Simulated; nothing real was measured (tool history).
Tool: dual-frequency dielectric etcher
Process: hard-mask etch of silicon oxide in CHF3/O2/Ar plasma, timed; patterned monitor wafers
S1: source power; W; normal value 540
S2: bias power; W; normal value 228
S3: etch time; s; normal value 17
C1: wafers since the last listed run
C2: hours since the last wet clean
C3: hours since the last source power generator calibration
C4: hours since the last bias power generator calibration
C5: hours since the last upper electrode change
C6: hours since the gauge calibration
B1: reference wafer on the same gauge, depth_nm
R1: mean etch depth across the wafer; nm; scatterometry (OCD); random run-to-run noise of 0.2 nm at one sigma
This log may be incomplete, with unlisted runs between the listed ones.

{"run": 1, "hour": 0.0, "S1": 540, "S2": 228, "S3": 17, "C1": 0, "C2": 464.9, "C3": 1604.8, "C4": 2876.9, "C5": 1902.1, "C6": 306.3, "B1": 29.47, "R1": 29.77}
{"run": 2, "hour": 24.5, "S1": 540, "S2": 228, "S3": 17, "C1": 283, "C2": 489.4, "C3": 1629.3, "C4": 2901.4, "C5": 1926.6, "C6": 330.8, "B1": 29.45, "R1": 29.78}
{"run": 3, "hour": 52.1, "S1": 540, "S2": 228, "S3": 17, "C1": 319, "C2": 517, "C3": 1656.9, "C4": 2929, "C5": 1954.2, "C6": 358.4, "B1": 29.54, "R1": 29.73}
{"run": 4, "hour": 82.9, "S1": 540, "S2": 228, "S3": 20, "C1": 356, "C2": 547.8, "C3": 1687.7, "C4": 2959.8, "C5": 1985, "C6": 389.2, "B1": 29.56, "R1": 35.15}
{"run": 5, "hour": 117.9, "S1": 540, "S2": 228, "S3": 20, "C1": 405, "C2": 582.8, "C3": 1722.7, "C4": 2994.8, "C5": 2020, "C6": 424.2, "B1": 29.57, "R1": 35.22}
{"run": 6, "hour": 132.7, "S1": 540, "S2": 228, "S3": 17, "C1": 171, "C2": 597.6, "C3": 1737.5, "C4": 3009.6, "C5": 2034.8, "C6": 439, "B1": 29.57, "R1": 29.47}
{"hour": 167.1, "done": "wet clean of the chamber"}
{"run": 7, "hour": 167.6, "S1": 490, "S2": 253, "S3": 17, "C1": 126, "C2": 0.5, "C3": 1772.4, "C4": 3044.5, "C5": 2069.7, "C6": 473.9, "B1": 29.47, "R1": 31.55}
{"run": 8, "hour": 168.0, "S1": 490, "S2": 253, "S3": 17, "C1": 4, "C2": 0.9, "C3": 1772.8, "C4": 3044.9, "C5": 2070.1, "C6": 474.3, "B1": 29.55, "R1": 31.47}
{"run": 9, "hour": 182.2, "S1": 490, "S2": 253, "S3": 17, "C1": 164, "C2": 15.1, "C3": 1787, "C4": 3059.1, "C5": 2084.3, "C6": 488.5, "B1": 29.55, "R1": 31.29}
{"run": 10, "hour": 206.7, "S1": 540, "S2": 228, "S3": 17, "C1": 283, "C2": 39.6, "C3": 1811.5, "C4": 3083.6, "C5": 2108.8, "C6": 513, "B1": 29.47, "R1": 31.19}
{"run": 11, "hour": 220.1, "S1": 540, "S2": 228, "S3": 17, "C1": 155, "C2": 53, "C3": 1824.9, "C4": 3097, "C5": 2122.2, "C6": 526.4, "B1": 29.45, "R1": 31.62}
{"hour": 245.1, "done": "upper electrode replaced, of another model than before"}
{"run": 12, "hour": 245.6, "S1": 540, "S2": 228, "S3": 17, "C1": 17, "C2": 78.5, "C3": 1850.4, "C4": 3122.5, "C5": 0.5, "C6": 551.9, "B1": 29.54, "R1": 31.23}
{"hour": 253.2, "done": "gauge calibrated"}
{"run": 13, "hour": 253.6, "S1": 590, "S2": 228, "S3": 17, "C1": 92, "C2": 86.5, "C3": 1858.4, "C4": 3130.5, "C5": 8.5, "C6": 0.4, "B1": 29.61, "R1": 32.43}
{"hour": 261.6, "done": "source power generator calibrated"}
{"run": 14, "hour": 272.0, "S1": 600, "S2": 244, "S3": 22, "C1": 166, "C2": 104.9, "C3": 10.4, "C4": 3148.9, "C5": 26.9, "C6": 18.8, "B1": 29.52, "R1": 44.51}
{"run": 15, "hour": 296.8, "S1": 490, "S2": 179, "S3": 18.5, "C1": 287, "C2": 129.7, "C3": 35.2, "C4": 3173.7, "C5": 51.7, "C6": 43.6, "B1": 29.56, "R1": 26.06}
{"hour": 304.5, "done": "bias power generator calibrated"}
{"run": 16, "hour": 311.1, "S1": 540, "S2": 204, "S3": 19.5, "C1": 119, "C2": 144, "C3": 49.5, "C4": 6.6, "C5": 66, "C6": 57.9, "B1": 29.46, "R1": 33.06}
{"run": 17, "hour": 323.8, "S1": 540, "S2": 228, "S3": 17, "C1": 147, "C2": 156.7, "C3": 62.2, "C4": 19.3, "C5": 78.7, "C6": 70.6, "B1": 29.5, "R1": 31.08}
{"run": 18, "hour": 358.6, "S1": 540, "S2": 228, "S3": 17, "C1": 403, "C2": 191.5, "C3": 97, "C4": 54.1, "C5": 113.5, "C6": 105.4, "B1": 29.52, "R1": 31.36}
{"run": 19, "hour": 372.8, "S1": 490, "S2": 210, "S3": 19, "C1": 164, "C2": 205.7, "C3": 111.2, "C4": 68.3, "C5": 127.7, "C6": 119.6, "B1": 29.53, "R1": 30.6}
{"run": 20, "hour": 397.8, "S1": 440, "S2": 192, "S3": 17, "C1": 289, "C2": 230.7, "C3": 136.2, "C4": 93.3, "C5": 152.7, "C6": 144.6, "B1": 29.49, "R1": 23.68}
{"run": 21, "hour": 425.2, "S1": 650, "S2": 265, "S3": 18.5, "C1": 317, "C2": 258.1, "C3": 163.6, "C4": 120.7, "C5": 180.1, "C6": 172, "B1": 29.48, "R1": 40.99}
{"run": 22, "hour": 456.6, "S1": 540, "S2": 228, "S3": 21, "C1": 363, "C2": 289.5, "C3": 195, "C4": 152.1, "C5": 211.5, "C6": 203.4, "B1": 29.51, "R1": 38.18}
{"run": 23, "hour": 485.9, "S1": 540, "S2": 243, "S3": 17, "C1": 339, "C2": 318.8, "C3": 224.3, "C4": 181.4, "C5": 240.8, "C6": 232.7, "B1": 29.46, "R1": 32.03}

The same runs without the tool's hidden state, with the same run-to-run variation:
Unlogged tool condition in this case: etch rate over this chamber's usual, %; source power that arrives over what is set, %; bias power that arrives over what is set, %; gauge reads high (%).
run=1 R1=31.19
run=2 R1=31.27
run=3 R1=31.31
run=4 R1=37.13
run=5 R1=37.34
run=6 R1=31.29
run=7 R1=31.43
run=8 R1=31.36
run=9 R1=31.22
run=10 R1=31.19
run=11 R1=31.67
run=12 R1=31.35
run=13 R1=32.58
run=14 R1=44.8
run=15 R1=26.29
run=16 R1=33.4
run=17 R1=31.44
run=18 R1=31.83
run=19 R1=31.1
run=20 R1=24.12
run=21 R1=41.87
run=22 R1=39.12
run=23 R1=32.91

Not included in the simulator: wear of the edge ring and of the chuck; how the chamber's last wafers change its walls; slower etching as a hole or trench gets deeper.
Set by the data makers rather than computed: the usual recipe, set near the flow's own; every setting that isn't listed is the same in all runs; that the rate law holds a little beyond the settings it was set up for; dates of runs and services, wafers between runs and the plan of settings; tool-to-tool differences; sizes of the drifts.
